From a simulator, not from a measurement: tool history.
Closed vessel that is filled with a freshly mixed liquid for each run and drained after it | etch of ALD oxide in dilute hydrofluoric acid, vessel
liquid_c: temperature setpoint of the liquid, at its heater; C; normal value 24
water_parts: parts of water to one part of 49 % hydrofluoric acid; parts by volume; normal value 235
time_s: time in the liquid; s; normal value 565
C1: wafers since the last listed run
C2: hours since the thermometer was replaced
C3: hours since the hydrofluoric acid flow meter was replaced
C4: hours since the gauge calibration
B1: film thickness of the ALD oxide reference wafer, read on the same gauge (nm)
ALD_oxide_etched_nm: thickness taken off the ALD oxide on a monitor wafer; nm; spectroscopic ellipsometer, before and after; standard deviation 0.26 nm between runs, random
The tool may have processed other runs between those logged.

{"run": 1, "hour": 0.0, "liquid_c": 23, "water_parts": 270, "time_s": 565, "C1": 0, "C2": 137.9, "C3": 1087.2, "C4": 152.7, "B1": 30, "ALD_oxide_etched_nm": 26.78}
{"run": 2, "hour": 54.9, "liquid_c": 24, "water_parts": 235, "time_s": 565, "C1": 3614, "C2": 192.8, "C3": 1142.1, "C4": 207.6, "B1": 30, "ALD_oxide_etched_nm": 32.56}
{"run": 3, "hour": 98.1, "liquid_c": 24, "water_parts": 235, "time_s": 565, "C1": 2844, "C2": 236, "C3": 1185.3, "C4": 250.8, "B1": 29.99, "ALD_oxide_etched_nm": 32.87}
{"run": 4, "hour": 195.0, "liquid_c": 24, "water_parts": 235, "time_s": 565, "C1": 6379, "C2": 332.9, "C3": 1282.2, "C4": 347.7, "B1": 30.01, "ALD_oxide_etched_nm": 32.1}
{"run": 5, "hour": 293.2, "liquid_c": 24, "water_parts": 235, "time_s": 565, "C1": 6465, "C2": 431.1, "C3": 1380.4, "C4": 445.9, "B1": 29.96, "ALD_oxide_etched_nm": 32.14}
{"run": 6, "hour": 400.3, "liquid_c": 27.5, "water_parts": 235, "time_s": 565, "C1": 7051, "C2": 538.2, "C3": 1487.5, "C4": 553, "B1": 30.01, "ALD_oxide_etched_nm": 35.98}
{"run": 7, "hour": 502.2, "liquid_c": 24, "water_parts": 235, "time_s": 565, "C1": 6708, "C2": 640.1, "C3": 1589.4, "C4": 654.9, "B1": 30, "ALD_oxide_etched_nm": 31.07}
{"run": 8, "hour": 569.1, "liquid_c": 24, "water_parts": 235, "time_s": 565, "C1": 4404, "C2": 707, "C3": 1656.3, "C4": 721.8, "B1": 30.01, "ALD_oxide_etched_nm": 30.83}
{"hour": 613.0, "done": "thermometer replaced"}
{"run": 9, "hour": 628.8, "liquid_c": 24, "water_parts": 235, "time_s": 775, "C1": 3864, "C2": 15.8, "C3": 1716, "C4": 781.5, "B1": 30.02, "ALD_oxide_etched_nm": 46.25}
{"run": 10, "hour": 686.4, "liquid_c": 24, "water_parts": 170, "time_s": 565, "C1": 3792, "C2": 73.4, "C3": 1773.6, "C4": 839.1, "B1": 30.02, "ALD_oxide_etched_nm": 49.27}
{"run": 11, "hour": 764.5, "liquid_c": 24, "water_parts": 170, "time_s": 565, "C1": 5141, "C2": 151.5, "C3": 1851.7, "C4": 917.2, "B1": 29.99, "ALD_oxide_etched_nm": 49.19}
{"run": 12, "hour": 864.8, "liquid_c": 24, "water_parts": 170, "time_s": 565, "C1": 6603, "C2": 251.8, "C3": 1952, "C4": 1017.5, "B1": 29.95, "ALD_oxide_etched_nm": 48.9}
{"hour": 895.7, "done": "gauge calibrated"}
{"run": 13, "hour": 946.9, "liquid_c": 24, "water_parts": 235, "time_s": 565, "C1": 5405, "C2": 333.9, "C3": 2034.1, "C4": 51.2, "B1": 29.99, "ALD_oxide_etched_nm": 32.8}
{"run": 14, "hour": 1036.6, "liquid_c": 21.5, "water_parts": 175, "time_s": 260, "C1": 5905, "C2": 423.6, "C3": 2123.8, "C4": 140.9, "B1": 29.98, "ALD_oxide_etched_nm": 19.2}
{"run": 15, "hour": 1138.7, "liquid_c": 24, "water_parts": 235, "time_s": 845, "C1": 6721, "C2": 525.7, "C3": 2225.9, "C4": 243, "B1": 29.96, "ALD_oxide_etched_nm": 47.66}
{"run": 16, "hour": 1211.2, "liquid_c": 24, "water_parts": 270, "time_s": 565, "C1": 4773, "C2": 598.2, "C3": 2298.4, "C4": 315.5, "B1": 29.97, "ALD_oxide_etched_nm": 26.57}
{"run": 17, "hour": 1300.1, "liquid_c": 21.5, "water_parts": 140, "time_s": 565, "C1": 5852, "C2": 687.1, "C3": 2387.3, "C4": 404.4, "B1": 30, "ALD_oxide_etched_nm": 52.61}
{"hour": 1308.2, "done": "thermometer replaced"}
{"run": 18, "hour": 1395.8, "liquid_c": 24, "water_parts": 120, "time_s": 765, "C1": 6234, "C2": 87.6, "C3": 2483, "C4": 500.1, "B1": 30.02, "ALD_oxide_etched_nm": 100.76}
{"run": 19, "hour": 1432.2, "liquid_c": 24, "water_parts": 235, "time_s": 565, "C1": 2396, "C2": 124, "C3": 2519.4, "C4": 536.5, "B1": 30.01, "ALD_oxide_etched_nm": 32.79}
{"run": 20, "hour": 1528.8, "liquid_c": 24, "water_parts": 135, "time_s": 565, "C1": 6359, "C2": 220.6, "C3": 2616, "C4": 633.1, "B1": 30.01, "ALD_oxide_etched_nm": 63.24}
{"hour": 1546.8, "done": "hydrofluoric acid flow meter replaced"}
{"run": 21, "hour": 1566.9, "liquid_c": 24, "water_parts": 195, "time_s": 360, "C1": 2442, "C2": 258.7, "C3": 20.1, "C4": 671.2, "B1": 30.01, "ALD_oxide_etched_nm": 25.98}
{"run": 22, "hour": 1624.1, "liquid_c": 22, "water_parts": 235, "time_s": 565, "C1": 3765, "C2": 315.9, "C3": 77.3, "C4": 728.4, "B1": 30.01, "ALD_oxide_etched_nm": 30.43}
{"run": 23, "hour": 1698.0, "liquid_c": 26.5, "water_parts": 235, "time_s": 880, "C1": 4865, "C2": 389.8, "C3": 151.2, "C4": 802.3, "B1": 29.98, "ALD_oxide_etched_nm": 55.31}
{"run": 24, "hour": 1839.2, "liquid_c": 24, "water_parts": 350, "time_s": 565, "C1": 9296, "C2": 531, "C3": 292.4, "C4": 943.5, "B1": 29.98, "ALD_oxide_etched_nm": 19.08}
{"run": 25, "hour": 1917.7, "liquid_c": 21.5, "water_parts": 140, "time_s": 565, "C1": 5168, "C2": 609.5, "C3": 370.9, "C4": 1022, "B1": 30.01, "ALD_oxide_etched_nm": 52.39}
{"hour": 1978.7, "done": "thermometer replaced"}
{"run": 26, "hour": 1991.4, "liquid_c": 24, "water_parts": 325, "time_s": 765, "C1": 4786, "C2": 12.7, "C3": 444.6, "C4": 1095.7, "B1": 30.02, "ALD_oxide_etched_nm": 29.76}

Predict each of these 3 candidate next runs independently; none follows another, all start after run 26:
{"run": "A", "hour": 1992.2, "liquid_c": 24, "water_parts": 235, "time_s": 330, "C1": 52, "C2": 13.5, "C3": 445.4, "C4": 1096.5, "B1": "?", "ALD_oxide_etched_nm": "?"}
{"run": "B", "hour": 1992.2, "liquid_c": 24, "water_parts": 285, "time_s": 265, "C1": 52, "C2": 13.5, "C3": 445.4, "C4": 1096.5, "B1": "?", "ALD_oxide_etched_nm": "?"}
{"run": "C", "hour": 1992.2, "liquid_c": 22, "water_parts": 195, "time_s": 235, "C1": 52, "C2": 13.5, "C3": 445.4, "C4": 1096.5, "B1": "?", "ALD_oxide_etched_nm": "?"}

run=A B1=30.02 ALD_oxide_etched_nm=19.3
run=B B1=30.02 ALD_oxide_etched_nm=12.16
run=C B1=30.02 ALD_oxide_etched_nm=16.02
With no hidden state in the tool, these same runs would have given:
run=A ALD_oxide_etched_nm=19.66
run=B ALD_oxide_etched_nm=12.38
run=C ALD_oxide_etched_nm=16.33
